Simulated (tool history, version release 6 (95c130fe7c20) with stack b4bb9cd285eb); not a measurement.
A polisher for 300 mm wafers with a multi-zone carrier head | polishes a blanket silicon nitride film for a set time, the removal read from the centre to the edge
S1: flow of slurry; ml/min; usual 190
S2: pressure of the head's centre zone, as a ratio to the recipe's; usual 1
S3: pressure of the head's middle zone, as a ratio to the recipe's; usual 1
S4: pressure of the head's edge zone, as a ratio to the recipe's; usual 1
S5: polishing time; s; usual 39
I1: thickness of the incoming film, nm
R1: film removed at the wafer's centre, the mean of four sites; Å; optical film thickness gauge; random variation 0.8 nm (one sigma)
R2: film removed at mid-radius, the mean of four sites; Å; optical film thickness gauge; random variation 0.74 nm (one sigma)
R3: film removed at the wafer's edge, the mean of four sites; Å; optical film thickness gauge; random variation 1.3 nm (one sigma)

{"run": 1, "hour": 0.0, "S1": 190, "S2": 1, "S3": 1, "S4": 1, "S5": 50, "I1": 367.1, "R1": 1158, "R2": 1156, "R3": 1157}
{"hour": 42.4, "done": "worn pad replaced by a new one"}
{"run": 2, "hour": 42.9, "S1": 190, "S2": 1, "S3": 1, "S4": 1, "S5": 50, "I1": 364.3, "R1": 1156, "R2": 1135, "R3": 1126}
{"run": 3, "hour": 86.1, "S1": 190, "S2": 0.96, "S3": 1, "S4": 1, "S5": 39, "I1": 369.9, "R1": 873, "R2": 883, "R3": 907}
{"run": 4, "hour": 175.1, "S1": 190, "S2": 0.96, "S3": 1, "S4": 1, "S5": 39, "I1": 371, "R1": 889, "R2": 881, "R3": 868}
{"hour": 282.9, "done": "worn pad replaced by a new one"}
{"hour": 332.5, "done": "edge zone pressure recalibrated"}
{"run": 5, "hour": 374.6, "S1": 190, "S2": 0.96, "S3": 1, "S4": 1, "S5": 39, "I1": 369.1, "R1": 872, "R2": 874, "R3": 870}
{"run": 6, "hour": 447.2, "S1": 190, "S2": 1, "S3": 1, "S4": 1, "S5": 39, "I1": 378.4, "R1": 903, "R2": 871, "R3": 878}
{"run": 7, "hour": 484.5, "S1": 190, "S2": 1, "S3": 1, "S4": 1, "S5": 39, "I1": 372.9, "R1": 895, "R2": 872, "R3": 905}
{"hour": 490.2, "done": "worn pad replaced by a new one"}
{"hour": 518.5, "done": "carrier head's membrane replaced by a new one"}
{"hour": 529.9, "done": "slurry nozzle cleaned"}
{"run": 8, "hour": 578.5, "S1": 190, "S2": 1, "S3": 1, "S4": 1, "S5": 50, "I1": 368.2, "R1": 1224, "R2": 1154, "R3": 1166}
{"run": 9, "hour": 627.7, "S1": 190, "S2": 0.95, "S3": 0.94, "S4": 1.06, "S5": 49, "I1": 376.8, "R1": 1121, "R2": 1058, "R3": 1169}
{"hour": 726.7, "done": "centre zone pressure recalibrated"}
{"hour": 728.8, "done": "worn pad replaced by a new one"}
{"run": 10, "hour": 729.3, "S1": 190, "S2": 0.97, "S3": 1.05, "S4": 1.09, "S5": 30, "I1": 366.8, "R1": 655, "R2": 713, "R3": 709}
{"run": 11, "hour": 776.8, "S1": 190, "S2": 1, "S3": 1, "S4": 1, "S5": 39, "I1": 375.4, "R1": 867, "R2": 869, "R3": 895}
{"run": 12, "hour": 828.3, "S1": 190, "S2": 1, "S3": 1, "S4": 1.07, "S5": 31, "I1": 366.1, "R1": 688, "R2": 706, "R3": 739}
{"run": 13, "hour": 910.7, "S1": 190, "S2": 1.06, "S3": 0.94, "S4": 0.96, "S5": 39, "I1": 373.1, "R1": 934, "R2": 821, "R3": 862}

The next listed run, before its measurement:
{"hour": 930.5, "done": "worn pad replaced by a new one"}
{"run": 14, "hour": 1001.9, "S1": 190, "S2": 1.11, "S3": 0.89, "S4": 1, "S5": 39, "I1": 368.7, "R1": "?", "R2": "?", "R3": "?"}

R1: 979 Å
R2: 770 Å
R3: 890 Å
Without the tool's hidden state the same run would have given R1 1003 Å, R2 815 Å, R3 927 Å.

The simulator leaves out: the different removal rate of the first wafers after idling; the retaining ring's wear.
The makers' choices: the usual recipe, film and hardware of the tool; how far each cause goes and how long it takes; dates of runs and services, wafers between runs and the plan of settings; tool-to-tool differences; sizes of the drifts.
